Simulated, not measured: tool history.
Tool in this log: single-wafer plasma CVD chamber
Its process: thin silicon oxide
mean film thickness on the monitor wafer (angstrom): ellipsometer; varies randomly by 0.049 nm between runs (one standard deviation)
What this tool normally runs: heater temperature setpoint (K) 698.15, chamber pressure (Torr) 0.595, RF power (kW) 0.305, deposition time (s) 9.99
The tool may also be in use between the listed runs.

| run | day | heater temperature setpoint (K) | chamber pressure (Torr) | RF power (kW) | deposition time (s) | wafers since the last listed run | hours since the last thermocouple change | hours since the last RF generator calibration | hours since the last manometer calibration | hours since the showerhead was replaced | hours since the gauge calibration | read-back reference wafer on the same gauge, thickness_nm | mean film thickness on the monitor wafer (angstrom) |
|---|---|---|---|---|---|---|---|---|---|---|---|---|---|
| 1 | 0.000 | 698.15 | 0.595 | 0.305 | 9.99 | 0 | 1564.5 | 696.7 | 2020.0 | 4613.5 | 1069.6 | 11.595 | 129.36 |
| 2 | 3.550 | 698.15 | 0.595 | 0.305 | 9.99 | 1427 | 1649.7 | 781.9 | 2105.2 | 4698.7 | 1154.8 | 11.602 | 128.26 |
| 3 | 4.538 | 698.15 | 0.595 | 0.305 | 9.99 | 396 | 1673.4 | 805.6 | 2128.9 | 4722.4 | 1178.5 | 11.608 | 128.48 |
| 4 | 5.817 | 698.15 | 0.595 | 0.320 | 9.99 | 514 | 1704.1 | 836.3 | 2159.6 | 4753.1 | 1209.2 | 11.601 | 128.88 |
|  | 6.592 | gauge calibrated |
| 5 | 6.712 | 698.15 | 0.595 | 0.320 | 9.99 | 360 | 1725.6 | 857.8 | 2181.1 | 4774.6 | 2.9 | 11.588 | 129.00 |
| 6 | 8.008 | 698.15 | 0.595 | 0.320 | 9.99 | 520 | 1756.7 | 888.9 | 2212.2 | 4805.7 | 34.0 | 11.597 | 128.45 |
| 7 | 9.458 | 698.15 | 0.481 | 0.305 | 9.99 | 582 | 1791.5 | 923.7 | 2247.0 | 4840.5 | 68.8 | 11.604 | 112.49 |
| 8 | 10.871 | 698.15 | 0.481 | 0.305 | 9.99 | 567 | 1825.4 | 957.6 | 2280.9 | 4874.4 | 102.7 | 11.598 | 112.82 |
|  | 11.479 | RF generator calibrated |
| 9 | 11.504 | 698.15 | 0.481 | 0.305 | 9.99 | 120 | 1840.6 | 0.6 | 2296.1 | 4889.6 | 117.9 | 11.609 | 115.31 |
| 10 | 13.004 | 698.15 | 0.595 | 0.305 | 9.99 | 602 | 1876.6 | 36.6 | 2332.1 | 4925.6 | 153.9 | 11.609 | 127.30 |
| 11 | 17.079 | 698.15 | 0.487 | 0.305 | 9.99 | 1638 | 1974.4 | 134.4 | 2429.9 | 5023.4 | 251.7 | 11.593 | 115.56 |
| 12 | 17.962 | 698.15 | 0.595 | 0.365 | 9.99 | 355 | 1995.6 | 155.6 | 2451.1 | 5044.6 | 272.9 | 11.592 | 134.57 |
| 13 | 19.083 | 703.15 | 0.548 | 0.365 | 8.37 | 450 | 2022.5 | 182.5 | 2478.0 | 5071.5 | 299.8 | 11.602 | 107.66 |
|  | 20.204 | thermocouple changed; heater temperature recalibrated |
| 14 | 20.225 | 698.15 | 0.672 | 0.305 | 9.99 | 324 | 0.5 | 209.9 | 2505.4 | 5098.9 | 327.2 | 11.597 | 136.20 |
| 15 | 20.975 | 698.15 | 0.727 | 0.250 | 8.51 | 301 | 18.5 | 227.9 | 2523.4 | 5116.9 | 345.2 | 11.594 | 115.54 |
| 16 | 21.888 | 698.15 | 0.595 | 0.305 | 9.99 | 366 | 40.4 | 249.8 | 2545.3 | 5138.8 | 367.1 | 11.605 | 127.84 |
|  | 23.346 | showerhead replaced |
| 17 | 25.258 | 698.15 | 0.595 | 0.305 | 9.99 | 1221 | 121.3 | 330.7 | 2626.2 | 45.9 | 448.0 | 11.607 | 126.82 |
|  | 27.125 | capacitance manometer re-zeroed and calibrated |
| 18 | 28.783 | 698.15 | 0.638 | 0.350 | 9.99 | 1282 | 205.9 | 415.3 | 39.8 | 130.5 | 532.6 | 11.600 | 141.85 |
| 19 | 29.475 | 688.15 | 0.708 | 0.305 | 9.99 | 278 | 222.5 | 431.9 | 56.4 | 147.1 | 549.2 | 11.595 | 147.11 |
| 20 | 30.058 | 688.15 | 0.595 | 0.305 | 9.99 | 234 | 236.5 | 445.9 | 70.4 | 161.1 | 563.2 | 11.599 | 133.05 |
| 21 | 31.038 | 698.15 | 0.454 | 0.305 | 9.99 | 393 | 260.0 | 469.4 | 93.9 | 184.6 | 586.7 | 11.600 | 114.73 |
| 22 | 32.204 | 711.15 | 0.595 | 0.360 | 9.99 | 468 | 288.0 | 497.4 | 121.9 | 212.6 | 614.7 | 11.592 | 136.99 |
| 23 | 33.662 | 707.15 | 0.490 | 0.280 | 8.35 | 586 | 323.0 | 532.4 | 156.9 | 247.6 | 649.7 | 11.600 | 96.17 |
| 24 | 34.758 | 711.15 | 0.595 | 0.350 | 8.96 | 440 | 349.3 | 558.7 | 183.2 | 273.9 | 676.0 | 11.608 | 122.00 |
| 25 | 35.504 | 698.15 | 0.595 | 0.305 | 9.99 | 299 | 367.2 | 576.6 | 201.1 | 291.8 | 693.9 | 11.601 | 132.66 |
| 26 | 36.179 | 710.15 | 0.595 | 0.245 | 8.24 | 271 | 383.4 | 592.8 | 217.3 | 308.0 | 710.1 | 11.600 | 101.71 |
| 27 | 37.375 | 698.15 | 0.595 | 0.305 | 9.99 | 480 | 412.1 | 621.5 | 246.0 | 336.7 | 738.8 | 11.598 | 131.78 |
| 28 | 38.758 | 711.15 | 0.743 | 0.325 | 10.86 | 556 | 445.3 | 654.7 | 279.2 | 369.9 | 772.0 | 11.603 | 163.87 |

4 ways to go on from here, each from the tool as it stands after run 28. What would each give?
| A | 38.775 | 698.15 | 0.595 | 0.305 | 9.99 | 6 | 445.7 | 655.1 | 279.6 | 370.3 | 772.4 | ? | ? |
| B | 38.775 | 684.15 | 0.679 | 0.355 | 9.99 | 6 | 445.7 | 655.1 | 279.6 | 370.3 | 772.4 | ? | ? |
| C | 38.775 | 698.15 | 0.595 | 0.330 | 9.99 | 6 | 445.7 | 655.1 | 279.6 | 370.3 | 772.4 | ? | ? |
| D | 38.775 | 698.15 | 0.595 | 0.305 | 9.01 | 6 | 445.7 | 655.1 | 279.6 | 370.3 | 772.4 | ? | ? |

| run | read-back reference wafer on the same gauge, thickness_nm | mean film thickness on the monitor wafer (angstrom) |
|---|---|---|
| A | 11.607 | 132.24 |
| B | 11.607 | 149.71 |
| C | 11.607 | 135.01 |
| D | 11.607 | 119.30 |
Without the tool's unlogged condition, the same runs would have read:
| run | mean film thickness on the monitor wafer (angstrom) |
|---|---|
| A | 133.10 |
| B | 150.62 |
| C | 135.84 |
| D | 120.08 |
